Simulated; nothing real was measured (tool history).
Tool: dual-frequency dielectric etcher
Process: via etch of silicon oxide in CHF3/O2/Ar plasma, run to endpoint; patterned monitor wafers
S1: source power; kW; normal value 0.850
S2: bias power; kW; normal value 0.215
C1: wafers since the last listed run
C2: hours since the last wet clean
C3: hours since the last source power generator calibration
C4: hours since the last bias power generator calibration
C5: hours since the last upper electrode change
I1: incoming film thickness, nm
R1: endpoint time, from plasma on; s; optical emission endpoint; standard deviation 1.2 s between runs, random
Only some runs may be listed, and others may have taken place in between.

run,day,S1,S2,C1,C2,C3,C4,C5,I1,R1
1,0.000,0.850,0.215,0,83.9,3183.3,4001.9,2203.9,538.8,199.5
2,1.279,0.980,0.236,199,114.6,3214.0,4032.6,2234.6,546.9,191.1
3,2.479,0.850,0.215,187,143.4,3242.8,4061.4,2263.4,542.8,202.0
4,3.562,0.850,0.215,168,169.4,3268.8,4087.4,2289.4,549.9,206.6
5,5.054,0.850,0.215,232,205.2,3304.6,4123.2,2325.2,548.6,202.3
6,5.871,0.850,0.215,127,224.8,3324.2,4142.8,2344.8,541.8,201.3
7,7.067,0.850,0.215,186,253.5,3352.9,4171.5,2373.5,545.7,202.7
8,7.967,0.850,0.215,140,275.1,3374.5,4193.1,2395.1,541.1,202.5
9,8.662,0.850,0.215,108,291.8,3391.2,4209.8,2411.8,541.8,203.0
10,9.392,0.850,0.226,113,309.3,3408.7,4227.3,2429.3,551.9,200.3
# day 10.979: upper electrode replaced
11,11.000,0.850,0.226,94,347.9,3447.3,4265.9,0.5,537.9,195.9
12,11.017,0.850,0.215,2,348.3,3447.7,4266.3,0.9,541.0,200.4
13,12.333,0.850,0.215,205,379.9,3479.3,4297.9,32.5,539.3,201.9
14,13.117,0.850,0.215,122,398.7,3498.1,4316.7,51.3,542.4,202.7
# day 14.733: wet clean of the chamber
15,14.754,0.850,0.215,99,0.5,3537.4,4356.0,90.6,547.0,205.1
# day 15.017: source power generator calibrated
16,15.038,0.850,0.215,18,7.3,0.5,4362.8,97.4,541.4,200.5
# day 15.821: bias power generator calibrated
17,15.842,0.950,0.168,99,26.6,19.8,0.5,116.7,542.8,217.7
18,16.404,0.910,0.178,87,40.1,33.3,14.0,130.2,543.8,214.4
19,16.996,0.850,0.215,92,54.3,47.5,28.2,144.4,541.9,200.6
20,19.804,0.930,0.231,437,121.7,114.9,95.6,211.8,544.1,191.3
21,20.938,0.670,0.267,176,148.9,142.1,122.8,239.0,539.2,193.6
22,21.621,0.850,0.196,106,165.3,158.5,139.2,255.4,545.4,211.0
23,22.712,0.850,0.215,170,191.5,184.7,165.4,281.6,548.8,204.8
24,24.200,0.700,0.215,231,227.2,220.4,201.1,317.3,541.2,208.4
25,24.942,0.850,0.215,115,245.0,238.2,218.9,335.1,543.7,201.6
26,25.746,1.010,0.263,125,264.3,257.5,238.2,354.4,543.2,178.3
27,26.492,0.940,0.185,116,282.2,275.4,256.1,372.3,544.4,210.9
28,27.458,0.740,0.242,150,305.4,298.6,279.3,395.5,548.9,201.3
29,28.238,0.650,0.164,121,324.1,317.3,298.0,414.2,542.1,238.7
30,29.325,0.680,0.267,169,350.2,343.4,324.1,440.3,544.1,193.4
31,30.388,1.020,0.255,165,375.7,368.9,349.6,465.8,542.7,181.3
# day 31.871: wet clean of the chamber
32,31.892,0.850,0.215,78,0.5,405.0,385.7,501.9,538.1,200.3
33,32.312,0.850,0.215,65,10.6,415.1,395.8,512.0,539.0,200.7
34,33.675,0.850,0.215,212,43.3,447.8,428.5,544.7,542.5,201.5

Each row is a separate what-if for the run after 34, all from the same tool condition, not one after another. Results?
A,33.696,0.850,0.215,3,43.8,448.3,429.0,545.2,542.9,?
B,33.696,0.930,0.242,3,43.8,448.3,429.0,545.2,542.9,?
C,33.696,0.660,0.257,3,43.8,448.3,429.0,545.2,542.9,?
D,33.696,0.850,0.170,3,43.8,448.3,429.0,545.2,542.9,?
E,33.696,0.850,0.188,3,43.8,448.3,429.0,545.2,542.9,?

run,R1
A,199.0
B,185.4
C,195.4
D,219.3
E,210.4
Had the tool no hidden state, the same runs would have come out as:
run,R1
A,199.0
B,185.4
C,195.4
D,219.3
E,210.4
